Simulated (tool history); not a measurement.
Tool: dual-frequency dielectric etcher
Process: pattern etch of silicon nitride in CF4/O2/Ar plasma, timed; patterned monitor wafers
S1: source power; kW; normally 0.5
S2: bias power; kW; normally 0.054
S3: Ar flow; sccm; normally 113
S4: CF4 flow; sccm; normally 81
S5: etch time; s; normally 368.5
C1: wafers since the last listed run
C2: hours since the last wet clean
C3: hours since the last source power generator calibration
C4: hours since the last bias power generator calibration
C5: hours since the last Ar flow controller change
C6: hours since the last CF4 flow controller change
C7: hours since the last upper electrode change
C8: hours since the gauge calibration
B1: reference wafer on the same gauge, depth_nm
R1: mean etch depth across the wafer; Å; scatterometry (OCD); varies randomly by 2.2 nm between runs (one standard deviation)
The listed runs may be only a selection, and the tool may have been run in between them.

{"run": 1, "hour": 0.0, "S1": 0.5, "S2": 0.059, "S3": 130, "S4": 91, "S5": 368.5, "C1": 0, "C2": 378, "C3": 4995.7, "C4": 202.4, "C5": 3484.5, "C6": 4547.1, "C7": 547.4, "C8": 677.6, "B1": 637.8, "R1": 6897}
{"run": 2, "hour": 107.7, "S1": 0.5, "S2": 0.054, "S3": 132, "S4": 99, "S5": 368.5, "C1": 558, "C2": 485.7, "C3": 5103.4, "C4": 310.1, "C5": 3592.2, "C6": 4654.8, "C7": 655.1, "C8": 785.3, "B1": 635.5, "R1": 6670}
{"hour": 194.1, "done": "wet clean of the chamber"}
{"run": 3, "hour": 194.6, "S1": 0.5, "S2": 0.054, "S3": 113, "S4": 81, "S5": 368.5, "C1": 326, "C2": 0.5, "C3": 5190.3, "C4": 397, "C5": 3679.1, "C6": 4741.7, "C7": 742, "C8": 872.2, "B1": 637.4, "R1": 6636}
{"run": 4, "hour": 271.8, "S1": 0.5, "S2": 0.054, "S3": 113, "S4": 81, "S5": 368.5, "C1": 400, "C2": 77.7, "C3": 5267.5, "C4": 474.2, "C5": 3756.3, "C6": 4818.9, "C7": 819.2, "C8": 949.4, "B1": 636.2, "R1": 6690}
{"hour": 318.6, "done": "source power generator calibrated"}
{"hour": 337.4, "done": "bias power generator calibrated, repeated, since the last time left the tool worse"}
{"run": 5, "hour": 369.4, "S1": 0.5, "S2": 0.054, "S3": 113, "S4": 81, "S5": 309.5, "C1": 464, "C2": 175.3, "C3": 50.8, "C4": 32, "C5": 3853.9, "C6": 4916.5, "C7": 916.8, "C8": 1047, "B1": 637.2, "R1": 5768}
{"run": 6, "hour": 441.8, "S1": 0.5, "S2": 0.054, "S3": 113, "S4": 81, "S5": 368.5, "C1": 375, "C2": 247.7, "C3": 123.2, "C4": 104.4, "C5": 3926.3, "C6": 4988.9, "C7": 989.2, "C8": 1119.4, "B1": 637.8, "R1": 6827}
{"run": 7, "hour": 514.4, "S1": 0.46, "S2": 0.054, "S3": 95, "S4": 81, "S5": 368.5, "C1": 376, "C2": 320.3, "C3": 195.8, "C4": 177, "C5": 3998.9, "C6": 5061.5, "C7": 1061.8, "C8": 1192, "B1": 636.9, "R1": 6571}
{"run": 8, "hour": 551.3, "S1": 0.5, "S2": 0.044, "S3": 113, "S4": 81, "S5": 336.5, "C1": 191, "C2": 357.2, "C3": 232.7, "C4": 213.9, "C5": 4035.8, "C6": 5098.4, "C7": 1098.7, "C8": 1228.9, "B1": 637, "R1": 5715}
{"run": 9, "hour": 606.3, "S1": 0.42, "S2": 0.048, "S3": 113, "S4": 97, "S5": 368.5, "C1": 285, "C2": 412.2, "C3": 287.7, "C4": 268.9, "C5": 4090.8, "C6": 5153.4, "C7": 1153.7, "C8": 1283.9, "B1": 637.6, "R1": 5688}
{"run": 10, "hour": 692.2, "S1": 0.54, "S2": 0.054, "S3": 133, "S4": 81, "S5": 419, "C1": 445, "C2": 498.1, "C3": 373.6, "C4": 354.8, "C5": 4176.7, "C6": 5239.3, "C7": 1239.6, "C8": 1369.8, "B1": 638.2, "R1": 8111}
{"run": 11, "hour": 729.0, "S1": 0.5, "S2": 0.054, "S3": 113, "S4": 81, "S5": 368.5, "C1": 190, "C2": 534.9, "C3": 410.4, "C4": 391.6, "C5": 4213.5, "C6": 5276.1, "C7": 1276.4, "C8": 1406.6, "B1": 638.1, "R1": 6912}
{"hour": 757.0, "done": "CF4 flow controller replaced"}
{"run": 12, "hour": 791.6, "S1": 0.5, "S2": 0.054, "S3": 121, "S4": 81, "S5": 368.5, "C1": 293, "C2": 597.5, "C3": 473, "C4": 454.2, "C5": 4276.1, "C6": 34.6, "C7": 1339, "C8": 1469.2, "B1": 638.1, "R1": 6802}
{"hour": 803.4, "done": "Ar flow controller replaced"}
{"run": 13, "hour": 888.5, "S1": 0.45, "S2": 0.06, "S3": 113, "S4": 81, "S5": 457, "C1": 471, "C2": 694.4, "C3": 569.9, "C4": 551.1, "C5": 85.1, "C6": 131.5, "C7": 1435.9, "C8": 1566.1, "B1": 636.8, "R1": 8176}
{"hour": 914.7, "done": "wet clean of the chamber"}
{"run": 14, "hour": 933.3, "S1": 0.5, "S2": 0.054, "S3": 113, "S4": 81, "S5": 368.5, "C1": 107, "C2": 18.6, "C3": 614.7, "C4": 595.9, "C5": 129.9, "C6": 176.3, "C7": 1480.7, "C8": 1610.9, "B1": 637.6, "R1": 6813}
{"run": 15, "hour": 1040.2, "S1": 0.5, "S2": 0.054, "S3": 97, "S4": 81, "S5": 368.5, "C1": 554, "C2": 125.5, "C3": 721.6, "C4": 702.8, "C5": 236.8, "C6": 283.2, "C7": 1587.6, "C8": 1717.8, "B1": 637.2, "R1": 7001}
{"run": 16, "hour": 1134.6, "S1": 0.5, "S2": 0.054, "S3": 113, "S4": 81, "S5": 368.5, "C1": 489, "C2": 219.9, "C3": 816, "C4": 797.2, "C5": 331.2, "C6": 377.6, "C7": 1682, "C8": 1812.2, "B1": 636.3, "R1": 6855}
{"run": 17, "hour": 1237.1, "S1": 0.56, "S2": 0.067, "S3": 113, "S4": 64, "S5": 297, "C1": 531, "C2": 322.4, "C3": 918.5, "C4": 899.7, "C5": 433.7, "C6": 480.1, "C7": 1784.5, "C8": 1914.7, "B1": 637.9, "R1": 6544}
{"run": 18, "hour": 1315.2, "S1": 0.43, "S2": 0.067, "S3": 113, "S4": 94, "S5": 283, "C1": 405, "C2": 400.5, "C3": 996.6, "C4": 977.8, "C5": 511.8, "C6": 558.2, "C7": 1862.6, "C8": 1992.8, "B1": 637.6, "R1": 5147}
{"run": 19, "hour": 1374.4, "S1": 0.42, "S2": 0.066, "S3": 94, "S4": 81, "S5": 368.5, "C1": 307, "C2": 459.7, "C3": 1055.8, "C4": 1037, "C5": 571, "C6": 617.4, "C7": 1921.8, "C8": 2052, "B1": 637, "R1": 6582}
{"run": 20, "hour": 1412.8, "S1": 0.61, "S2": 0.054, "S3": 113, "S4": 89, "S5": 368.5, "C1": 199, "C2": 498.1, "C3": 1094.2, "C4": 1075.4, "C5": 609.4, "C6": 655.8, "C7": 1960.2, "C8": 2090.4, "B1": 636.3, "R1": 8292}
{"hour": 1469.1, "done": "wet clean of the chamber"}
{"run": 21, "hour": 1517.8, "S1": 0.5, "S2": 0.054, "S3": 113, "S4": 72, "S5": 368.5, "C1": 420, "C2": 48.7, "C3": 1199.2, "C4": 1180.4, "C5": 714.4, "C6": 760.8, "C7": 2065.2, "C8": 2195.4, "B1": 638.4, "R1": 6737}

Branching from run 21: 4 alternative next runs. What would each branch give?
{"run": "A", "hour": 1518.3, "S1": 0.43, "S2": 0.054, "S3": 113, "S4": 81, "S5": 368.5, "C1": 2, "C2": 49.2, "C3": 1199.7, "C4": 1180.9, "C5": 714.9, "C6": 761.3, "C7": 2065.7, "C8": 2195.9, "B1": "?", "R1": "?"}
{"run": "B", "hour": 1518.3, "S1": 0.5, "S2": 0.054, "S3": 121, "S4": 68, "S5": 421, "C1": 2, "C2": 49.2, "C3": 1199.7, "C4": 1180.9, "C5": 714.9, "C6": 761.3, "C7": 2065.7, "C8": 2195.9, "B1": "?", "R1": "?"}
{"run": "C", "hour": 1518.3, "S1": 0.5, "S2": 0.054, "S3": 86, "S4": 66, "S5": 368.5, "C1": 2, "C2": 49.2, "C3": 1199.7, "C4": 1180.9, "C5": 714.9, "C6": 761.3, "C7": 2065.7, "C8": 2195.9, "B1": "?", "R1": "?"}
{"run": "D", "hour": 1518.3, "S1": 0.43, "S2": 0.046, "S3": 120, "S4": 93, "S5": 368.5, "C1": 2, "C2": 49.2, "C3": 1199.7, "C4": 1180.9, "C5": 714.9, "C6": 761.3, "C7": 2065.7, "C8": 2195.9, "B1": "?", "R1": "?"}

run=A B1=637.6 R1=5943
run=B B1=637.6 R1=7511
run=C B1=637.6 R1=6953
run=D B1=637.6 R1=5571
Without the tool's hidden state the same runs would have given:
run=A R1=5993
run=B R1=7576
run=C R1=7011
run=D R1=5617

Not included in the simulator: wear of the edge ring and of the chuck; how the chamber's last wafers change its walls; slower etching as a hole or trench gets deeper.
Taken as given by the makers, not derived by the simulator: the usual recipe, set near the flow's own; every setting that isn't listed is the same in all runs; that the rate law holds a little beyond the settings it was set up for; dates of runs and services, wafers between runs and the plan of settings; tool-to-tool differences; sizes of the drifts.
